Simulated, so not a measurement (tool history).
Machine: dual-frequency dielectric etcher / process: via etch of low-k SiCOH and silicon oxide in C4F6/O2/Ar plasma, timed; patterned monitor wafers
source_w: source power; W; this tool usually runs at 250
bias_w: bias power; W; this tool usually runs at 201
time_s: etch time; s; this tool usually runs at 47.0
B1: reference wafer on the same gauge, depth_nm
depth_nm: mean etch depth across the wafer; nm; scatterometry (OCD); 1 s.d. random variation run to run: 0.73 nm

{"run": 1, "hour": 0.0, "source_w": 240, "bias_w": 176, "time_s": 47.0, "B1": 112.9, "depth_nm": 91.8}
{"run": 2, "hour": 94.2, "source_w": 240, "bias_w": 176, "time_s": 47.0, "B1": 113.0, "depth_nm": 90.4}
{"hour": 129.8, "done": "gauge calibrated"}
{"run": 3, "hour": 136.2, "source_w": 250, "bias_w": 224, "time_s": 47.0, "B1": 119.0, "depth_nm": 112.1}
{"hour": 165.9, "done": "wet clean of the chamber"}
{"run": 4, "hour": 225.9, "source_w": 250, "bias_w": 224, "time_s": 47.0, "B1": 118.5, "depth_nm": 111.9}
{"run": 5, "hour": 315.4, "source_w": 250, "bias_w": 201, "time_s": 57.0, "B1": 117.8, "depth_nm": 126.7}
{"hour": 366.3, "done": "source power generator calibrated"}
{"run": 6, "hour": 396.8, "source_w": 250, "bias_w": 201, "time_s": 57.0, "B1": 117.3, "depth_nm": 125.8}
{"run": 7, "hour": 458.4, "source_w": 250, "bias_w": 247, "time_s": 37.0, "B1": 116.9, "depth_nm": 90.3}
{"run": 8, "hour": 674.4, "source_w": 200, "bias_w": 201, "time_s": 54.5, "B1": 116.2, "depth_nm": 104.3}
{"hour": 771.7, "done": "wet clean of the chamber"}
{"run": 9, "hour": 772.2, "source_w": 250, "bias_w": 201, "time_s": 47.0, "B1": 115.6, "depth_nm": 102.4}
{"run": 10, "hour": 864.4, "source_w": 310, "bias_w": 241, "time_s": 52.0, "B1": 115.1, "depth_nm": 140.8}
{"run": 11, "hour": 944.8, "source_w": 210, "bias_w": 167, "time_s": 56.5, "B1": 115.1, "depth_nm": 99.8}
{"hour": 1001.9, "done": "bias power generator calibrated"}
{"run": 12, "hour": 1040.4, "source_w": 250, "bias_w": 201, "time_s": 47.0, "B1": 114.6, "depth_nm": 102.6}
{"run": 13, "hour": 1086.4, "source_w": 250, "bias_w": 163, "time_s": 57.5, "B1": 114.2, "depth_nm": 109.6}
{"run": 14, "hour": 1133.8, "source_w": 200, "bias_w": 222, "time_s": 47.0, "B1": 113.9, "depth_nm": 93.5}
{"run": 15, "hour": 1235.8, "source_w": 250, "bias_w": 169, "time_s": 47.0, "B1": 113.8, "depth_nm": 92.6}
{"run": 16, "hour": 1304.2, "source_w": 250, "bias_w": 201, "time_s": 47.0, "B1": 113.7, "depth_nm": 100.9}
{"run": 17, "hour": 1369.2, "source_w": 250, "bias_w": 170, "time_s": 37.5, "B1": 113.3, "depth_nm": 73.9}
{"run": 18, "hour": 1416.8, "source_w": 270, "bias_w": 228, "time_s": 36.0, "B1": 113.2, "depth_nm": 85.6}
{"hour": 1512.0, "done": "wet clean of the chamber"}
{"hour": 1526.7, "done": "upper electrode replaced"}
{"run": 19, "hour": 1527.2, "source_w": 250, "bias_w": 201, "time_s": 47.0, "B1": 113.1, "depth_nm": 100.7}
{"run": 20, "hour": 1568.8, "source_w": 250, "bias_w": 201, "time_s": 47.0, "B1": 113.0, "depth_nm": 100.8}
{"run": 21, "hour": 1671.3, "source_w": 250, "bias_w": 201, "time_s": 47.0, "B1": 113.0, "depth_nm": 100.7}
{"run": 22, "hour": 1722.2, "source_w": 280, "bias_w": 201, "time_s": 43.0, "B1": 113.1, "depth_nm": 98.7}
{"run": 23, "hour": 1790.0, "source_w": 200, "bias_w": 242, "time_s": 47.0, "B1": 112.7, "depth_nm": 97.0}
{"run": 24, "hour": 1839.4, "source_w": 290, "bias_w": 165, "time_s": 35.0, "B1": 112.7, "depth_nm": 72.6}
{"run": 25, "hour": 1880.0, "source_w": 280, "bias_w": 201, "time_s": 43.0, "B1": 112.6, "depth_nm": 97.8}
{"run": 26, "hour": 1984.7, "source_w": 220, "bias_w": 236, "time_s": 47.0, "B1": 112.1, "depth_nm": 99.7}
{"run": 27, "hour": 2025.4, "source_w": 250, "bias_w": 201, "time_s": 47.0, "B1": 112.2, "depth_nm": 101.3}
{"run": 28, "hour": 2065.7, "source_w": 250, "bias_w": 201, "time_s": 47.0, "B1": 111.9, "depth_nm": 100.3}
{"run": 29, "hour": 2169.6, "source_w": 250, "bias_w": 152, "time_s": 42.5, "B1": 112.3, "depth_nm": 76.8}
{"hour": 2204.1, "done": "wet clean of the chamber"}
{"run": 30, "hour": 2218.6, "source_w": 280, "bias_w": 231, "time_s": 47.0, "B1": 112.3, "depth_nm": 114.3}

Give the tool's hidden conditions for every run:
etch rate over this chamber's usual, %: 0, the same for each run
source power that arrives over what is set, %: 0, the same for each run
bias power that arrives over what is set, %: 0, the same for each run
H1: gauge reads high (%)
run=1 H1=-6.11
run=2 H1=-6.15
run=3 H1=-0.907
run=4 H1=-1.39
run=5 H1=-1.85
run=6 H1=-2.23
run=7 H1=-2.51
run=8 H1=-3.39
run=9 H1=-3.74
run=10 H1=-4.05
run=11 H1=-4.3
run=12 H1=-4.58
run=13 H1=-4.71
run=14 H1=-4.84
run=15 H1=-5.1
run=16 H1=-5.27
run=17 H1=-5.41
run=18 H1=-5.52
run=19 H1=-5.75
run=20 H1=-5.83
run=21 H1=-6.02
run=22 H1=-6.1
run=23 H1=-6.22
run=24 H1=-6.3
run=25 H1=-6.36
run=26 H1=-6.51
run=27 H1=-6.57
run=28 H1=-6.62
run=29 H1=-6.75
run=30 H1=-6.81
